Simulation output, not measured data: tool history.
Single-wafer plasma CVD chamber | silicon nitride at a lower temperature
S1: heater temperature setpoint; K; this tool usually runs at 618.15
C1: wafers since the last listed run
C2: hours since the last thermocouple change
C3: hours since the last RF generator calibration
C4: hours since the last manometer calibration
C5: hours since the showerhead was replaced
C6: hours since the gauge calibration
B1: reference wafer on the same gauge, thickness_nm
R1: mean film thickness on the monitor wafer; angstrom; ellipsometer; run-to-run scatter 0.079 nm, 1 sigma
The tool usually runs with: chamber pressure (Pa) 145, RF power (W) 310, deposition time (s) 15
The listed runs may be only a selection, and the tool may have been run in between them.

{"run": 1, "hour": 0.0, "S1": 618.15, "chamber pressure (Pa)": 145, "RF power (W)": 310, "deposition time (s)": 15, "C1": 0, "C2": 2176.6, "C3": 1661, "C4": 1038.4, "C5": 4724.2, "C6": 713.8, "B1": 16.505, "R1": 141.86}
{"run": 2, "hour": 70.3, "S1": 618.15, "chamber pressure (Pa)": 145, "RF power (W)": 280, "deposition time (s)": 15, "C1": 1870, "C2": 2246.9, "C3": 1731.3, "C4": 1108.7, "C5": 4794.5, "C6": 784.1, "B1": 16.535, "R1": 132.65}
{"run": 3, "hour": 240.1, "S1": 618.15, "chamber pressure (Pa)": 145, "RF power (W)": 280, "deposition time (s)": 15, "C1": 4517, "C2": 2416.7, "C3": 1901.1, "C4": 1278.5, "C5": 4964.3, "C6": 953.9, "B1": 16.501, "R1": 131.83}
{"run": 4, "hour": 294.9, "S1": 618.15, "chamber pressure (Pa)": 145, "RF power (W)": 280, "deposition time (s)": 15, "C1": 1457, "C2": 2471.5, "C3": 1955.9, "C4": 1333.3, "C5": 5019.1, "C6": 1008.7, "B1": 16.511, "R1": 131.62}
{"run": 5, "hour": 366.5, "S1": 618.15, "chamber pressure (Pa)": 145, "RF power (W)": 310, "deposition time (s)": 15, "C1": 1904, "C2": 2543.1, "C3": 2027.5, "C4": 1404.9, "C5": 5090.7, "C6": 1080.3, "B1": 16.53, "R1": 140.52}
{"run": 6, "hour": 422.9, "S1": 618.15, "chamber pressure (Pa)": 145, "RF power (W)": 310, "deposition time (s)": 15, "C1": 1500, "C2": 2599.5, "C3": 2083.9, "C4": 1461.3, "C5": 5147.1, "C6": 1136.7, "B1": 16.494, "R1": 140.55}
{"run": 7, "hour": 476.2, "S1": 618.15, "chamber pressure (Pa)": 145, "RF power (W)": 310, "deposition time (s)": 15, "C1": 1417, "C2": 2652.8, "C3": 2137.2, "C4": 1514.6, "C5": 5200.4, "C6": 1190, "B1": 16.491, "R1": 140.66}
{"hour": 512.1, "done": "thermocouple changed; heater temperature recalibrated"}
{"run": 8, "hour": 513.6, "S1": 618.15, "chamber pressure (Pa)": 145, "RF power (W)": 310, "deposition time (s)": 15, "C1": 782, "C2": 1.5, "C3": 2174.6, "C4": 1552, "C5": 5237.8, "C6": 1227.4, "B1": 16.51, "R1": 140.79}
{"run": 9, "hour": 557.7, "S1": 618.15, "chamber pressure (Pa)": 145, "RF power (W)": 310, "deposition time (s)": 15, "C1": 1173, "C2": 45.6, "C3": 2218.7, "C4": 1596.1, "C5": 5281.9, "C6": 1271.5, "B1": 16.488, "R1": 139.8}
{"hour": 604.4, "done": "RF generator calibrated"}
{"run": 10, "hour": 629.6, "S1": 618.15, "chamber pressure (Pa)": 145, "RF power (W)": 310, "deposition time (s)": 15, "C1": 1699, "C2": 117.5, "C3": 25.2, "C4": 1668, "C5": 5353.8, "C6": 1343.4, "B1": 16.495, "R1": 147.43}
{"run": 11, "hour": 696.7, "S1": 618.15, "chamber pressure (Pa)": 145, "RF power (W)": 310, "deposition time (s)": 15, "C1": 1785, "C2": 184.6, "C3": 92.3, "C4": 1735.1, "C5": 5420.9, "C6": 1410.5, "B1": 16.502, "R1": 147.56}
{"hour": 710.3, "done": "showerhead replaced, of another model than before"}
{"run": 12, "hour": 733.2, "S1": 615.15, "chamber pressure (Pa)": 145, "RF power (W)": 310, "deposition time (s)": 13.5, "C1": 758, "C2": 221.1, "C3": 128.8, "C4": 1771.6, "C5": 22.9, "C6": 1447, "B1": 16.512, "R1": 131.97}
{"hour": 744.5, "done": "capacitance manometer re-zeroed and calibrated"}
{"run": 13, "hour": 799.8, "S1": 615.15, "chamber pressure (Pa)": 145, "RF power (W)": 310, "deposition time (s)": 13.5, "C1": 1558, "C2": 287.7, "C3": 195.4, "C4": 55.3, "C5": 89.5, "C6": 1513.6, "B1": 16.476, "R1": 131.35}
{"run": 14, "hour": 863.7, "S1": 618.15, "chamber pressure (Pa)": 145, "RF power (W)": 310, "deposition time (s)": 15, "C1": 1699, "C2": 351.6, "C3": 259.3, "C4": 119.2, "C5": 153.4, "C6": 1577.5, "B1": 16.487, "R1": 145.54}
{"run": 15, "hour": 933.8, "S1": 618.15, "chamber pressure (Pa)": 145, "RF power (W)": 310, "deposition time (s)": 15, "C1": 1864, "C2": 421.7, "C3": 329.4, "C4": 189.3, "C5": 223.5, "C6": 1647.6, "B1": 16.497, "R1": 145.68}
{"run": 16, "hour": 1005.4, "S1": 618.15, "chamber pressure (Pa)": 145, "RF power (W)": 255, "deposition time (s)": 16.6, "C1": 1904, "C2": 493.3, "C3": 401, "C4": 260.9, "C5": 295.1, "C6": 1719.2, "B1": 16.497, "R1": 129.92}
{"run": 17, "hour": 1056.5, "S1": 614.15, "chamber pressure (Pa)": 145, "RF power (W)": 310, "deposition time (s)": 15, "C1": 1359, "C2": 544.4, "C3": 452.1, "C4": 312, "C5": 346.2, "C6": 1770.3, "B1": 16.498, "R1": 144.71}
{"run": 18, "hour": 1102.6, "S1": 618.15, "chamber pressure (Pa)": 145, "RF power (W)": 310, "deposition time (s)": 15, "C1": 1226, "C2": 590.5, "C3": 498.2, "C4": 358.1, "C5": 392.3, "C6": 1816.4, "B1": 16.491, "R1": 144.34}
{"run": 19, "hour": 1136.9, "S1": 608.15, "chamber pressure (Pa)": 125, "RF power (W)": 350, "deposition time (s)": 16.1, "C1": 912, "C2": 624.8, "C3": 532.5, "C4": 392.4, "C5": 426.6, "C6": 1850.7, "B1": 16.478, "R1": 165.69}
{"run": 20, "hour": 1206.4, "S1": 623.15, "chamber pressure (Pa)": 145, "RF power (W)": 285, "deposition time (s)": 15, "C1": 1848, "C2": 694.3, "C3": 602, "C4": 461.9, "C5": 496.1, "C6": 1920.2, "B1": 16.51, "R1": 131.92}
{"run": 21, "hour": 1241.8, "S1": 618.15, "chamber pressure (Pa)": 145, "RF power (W)": 310, "deposition time (s)": 15, "C1": 941, "C2": 729.7, "C3": 637.4, "C4": 497.3, "C5": 531.5, "C6": 1955.6, "B1": 16.503, "R1": 143.49}
{"hour": 1268.6, "done": "gauge calibrated"}
{"run": 22, "hour": 1275.6, "S1": 618.15, "chamber pressure (Pa)": 145, "RF power (W)": 310, "deposition time (s)": 16, "C1": 899, "C2": 763.5, "C3": 671.2, "C4": 531.1, "C5": 565.3, "C6": 7, "B1": 16.485, "R1": 151.66}
{"run": 23, "hour": 1321.0, "S1": 618.15, "chamber pressure (Pa)": 145, "RF power (W)": 310, "deposition time (s)": 15, "C1": 1207, "C2": 808.9, "C3": 716.6, "C4": 576.5, "C5": 610.7, "C6": 52.4, "B1": 16.526, "R1": 142.56}
{"run": 24, "hour": 1388.0, "S1": 618.15, "chamber pressure (Pa)": 176, "RF power (W)": 340, "deposition time (s)": 15, "C1": 1782, "C2": 875.9, "C3": 783.6, "C4": 643.5, "C5": 677.7, "C6": 119.4, "B1": 16.494, "R1": 163.78}
{"run": 25, "hour": 1432.2, "S1": 618.15, "chamber pressure (Pa)": 145, "RF power (W)": 290, "deposition time (s)": 17.6, "C1": 1175, "C2": 920.1, "C3": 827.8, "C4": 687.7, "C5": 721.9, "C6": 163.6, "B1": 16.52, "R1": 156.17}
{"run": 26, "hour": 1494.7, "S1": 618.15, "chamber pressure (Pa)": 145, "RF power (W)": 310, "deposition time (s)": 12.6, "C1": 1662, "C2": 982.6, "C3": 890.3, "C4": 750.2, "C5": 784.4, "C6": 226.1, "B1": 16.501, "R1": 119.51}
{"run": 27, "hour": 1529.9, "S1": 618.15, "chamber pressure (Pa)": 145, "RF power (W)": 310, "deposition time (s)": 13.1, "C1": 936, "C2": 1017.8, "C3": 925.5, "C4": 785.4, "C5": 819.6, "C6": 261.3, "B1": 16.497, "R1": 124.42}
{"run": 28, "hour": 1594.1, "S1": 613.15, "chamber pressure (Pa)": 127, "RF power (W)": 270, "deposition time (s)": 15, "C1": 1707, "C2": 1082, "C3": 989.7, "C4": 849.6, "C5": 883.8, "C6": 325.5, "B1": 16.5, "R1": 118.35}

What if the next run were any one of these 3? Each begins from the tool's condition after run 28:
{"run": "A", "hour": 1594.5, "S1": 618.15, "chamber pressure (Pa)": 132, "RF power (W)": 310, "deposition time (s)": 15, "C1": 10, "C2": 1082.4, "C3": 990.1, "C4": 850, "C5": 884.2, "C6": 325.9, "B1": "?", "R1": "?"}
{"run": "B", "hour": 1594.5, "S1": 629.15, "chamber pressure (Pa)": 159, "RF power (W)": 285, "deposition time (s)": 13.4, "C1": 10, "C2": 1082.4, "C3": 990.1, "C4": 850, "C5": 884.2, "C6": 325.9, "B1": "?", "R1": "?"}
{"run": "C", "hour": 1594.5, "S1": 609.15, "chamber pressure (Pa)": 145, "RF power (W)": 310, "deposition time (s)": 15, "C1": 10, "C2": 1082.4, "C3": 990.1, "C4": 850, "C5": 884.2, "C6": 325.9, "B1": "?", "R1": "?"}

run=A B1=16.495 R1=138.05
run=B B1=16.495 R1=118.62
run=C B1=16.495 R1=142.34
Take away the tool's hidden state, keep each run's random variation, and the runs would have read:
run=A R1=145.23
run=B R1=125.07
run=C R1=149.74
